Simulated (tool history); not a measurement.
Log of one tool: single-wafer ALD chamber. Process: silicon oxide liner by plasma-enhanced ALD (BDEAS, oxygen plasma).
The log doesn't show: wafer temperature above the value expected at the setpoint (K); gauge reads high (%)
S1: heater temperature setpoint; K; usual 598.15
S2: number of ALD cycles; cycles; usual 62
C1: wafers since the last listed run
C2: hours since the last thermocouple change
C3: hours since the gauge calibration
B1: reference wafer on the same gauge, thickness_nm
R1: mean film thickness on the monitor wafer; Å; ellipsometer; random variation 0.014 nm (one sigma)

{"run": 1, "hour": 0.0, "S1": 593.15, "S2": 62, "C1": 0, "C2": 1560.7, "C3": 414.8, "B1": 5.578, "R1": 55.31}
{"run": 2, "hour": 41.8, "S1": 593.15, "S2": 62, "C1": 284, "C2": 1602.5, "C3": 456.6, "B1": 5.579, "R1": 55.13}
{"run": 3, "hour": 238.8, "S1": 598.15, "S2": 62, "C1": 1342, "C2": 1799.5, "C3": 653.6, "B1": 5.581, "R1": 55.01}
{"run": 4, "hour": 275.7, "S1": 598.15, "S2": 62, "C1": 251, "C2": 1836.4, "C3": 690.5, "B1": 5.579, "R1": 54.84}
{"run": 5, "hour": 334.3, "S1": 598.15, "S2": 62, "C1": 399, "C2": 1895.0, "C3": 749.1, "B1": 5.584, "R1": 55.0}
{"run": 6, "hour": 391.4, "S1": 598.15, "S2": 62, "C1": 389, "C2": 1952.1, "C3": 806.2, "B1": 5.578, "R1": 54.66}
{"run": 7, "hour": 419.7, "S1": 598.15, "S2": 54, "C1": 192, "C2": 1980.4, "C3": 834.5, "B1": 5.58, "R1": 47.87}
{"run": 8, "hour": 491.6, "S1": 598.15, "S2": 54, "C1": 490, "C2": 2052.3, "C3": 906.4, "B1": 5.583, "R1": 47.82}
{"run": 9, "hour": 576.9, "S1": 598.15, "S2": 54, "C1": 581, "C2": 2137.6, "C3": 991.7, "B1": 5.579, "R1": 47.67}
{"run": 10, "hour": 606.9, "S1": 598.15, "S2": 62, "C1": 204, "C2": 2167.6, "C3": 1021.7, "B1": 5.581, "R1": 54.97}
{"run": 11, "hour": 666.9, "S1": 598.15, "S2": 62, "C1": 408, "C2": 2227.6, "C3": 1081.7, "B1": 5.576, "R1": 54.73}
{"run": 12, "hour": 711.6, "S1": 598.15, "S2": 62, "C1": 304, "C2": 2272.3, "C3": 1126.4, "B1": 5.58, "R1": 54.66}
{"run": 13, "hour": 739.0, "S1": 598.15, "S2": 62, "C1": 186, "C2": 2299.7, "C3": 1153.8, "B1": 5.579, "R1": 55.11}
{"run": 14, "hour": 781.7, "S1": 598.15, "S2": 54, "C1": 291, "C2": 2342.4, "C3": 1196.5, "B1": 5.58, "R1": 47.89}
{"run": 15, "hour": 813.7, "S1": 603.15, "S2": 55, "C1": 218, "C2": 2374.4, "C3": 1228.5, "B1": 5.581, "R1": 48.18}
{"hour": 823.7, "done": "gauge calibrated"}
{"hour": 841.5, "done": "thermocouple changed; heater temperature recalibrated"}
{"run": 16, "hour": 860.3, "S1": 602.15, "S2": 56, "C1": 263, "C2": 18.8, "C3": 36.6, "B1": 5.579, "R1": 49.2}
{"run": 17, "hour": 893.6, "S1": 598.15, "S2": 62, "C1": 226, "C2": 52.1, "C3": 69.9, "B1": 5.584, "R1": 55.09}
{"run": 18, "hour": 957.4, "S1": 608.15, "S2": 68, "C1": 434, "C2": 115.9, "C3": 133.7, "B1": 5.577, "R1": 59.4}
{"run": 19, "hour": 999.7, "S1": 598.15, "S2": 62, "C1": 288, "C2": 158.2, "C3": 176.0, "B1": 5.577, "R1": 54.68}
{"run": 20, "hour": 1038.9, "S1": 613.15, "S2": 58, "C1": 267, "C2": 197.4, "C3": 215.2, "B1": 5.577, "R1": 50.06}
{"run": 21, "hour": 1085.0, "S1": 609.15, "S2": 62, "C1": 314, "C2": 243.5, "C3": 261.3, "B1": 5.583, "R1": 54.08}
{"run": 22, "hour": 1132.2, "S1": 585.15, "S2": 55, "C1": 321, "C2": 290.7, "C3": 308.5, "B1": 5.578, "R1": 49.54}
{"run": 23, "hour": 1169.0, "S1": 610.15, "S2": 56, "C1": 250, "C2": 327.5, "C3": 345.3, "B1": 5.582, "R1": 48.81}
{"run": 24, "hour": 1200.6, "S1": 587.15, "S2": 50, "C1": 215, "C2": 359.1, "C3": 376.9, "B1": 5.583, "R1": 45.06}
{"run": 25, "hour": 1254.1, "S1": 598.15, "S2": 62, "C1": 364, "C2": 412.6, "C3": 430.4, "B1": 5.58, "R1": 54.98}
{"run": 26, "hour": 1307.8, "S1": 598.15, "S2": 62, "C1": 366, "C2": 466.3, "C3": 484.1, "B1": 5.587, "R1": 54.8}
{"run": 27, "hour": 1337.3, "S1": 598.15, "S2": 53, "C1": 201, "C2": 495.8, "C3": 513.6, "B1": 5.577, "R1": 46.72}

Forecast each of these 3 alternatives for the next run:
{"run": "A", "hour": 1337.8, "S1": 598.15, "S2": 62, "C1": 3, "C2": 496.3, "C3": 514.1, "B1": "?", "R1": "?"}
{"run": "B", "hour": 1337.8, "S1": 587.15, "S2": 62, "C1": 3, "C2": 496.3, "C3": 514.1, "B1": "?", "R1": "?"}
{"run": "C", "hour": 1337.8, "S1": 611.15, "S2": 62, "C1": 3, "C2": 496.3, "C3": 514.1, "B1": "?", "R1": "?"}

run=A B1=5.586 R1=54.70
run=B B1=5.586 R1=55.56
run=C B1=5.586 R1=53.69
Without the tool's hidden state the same runs would have given:
run=A R1=54.70
run=B R1=55.56
run=C R1=53.69
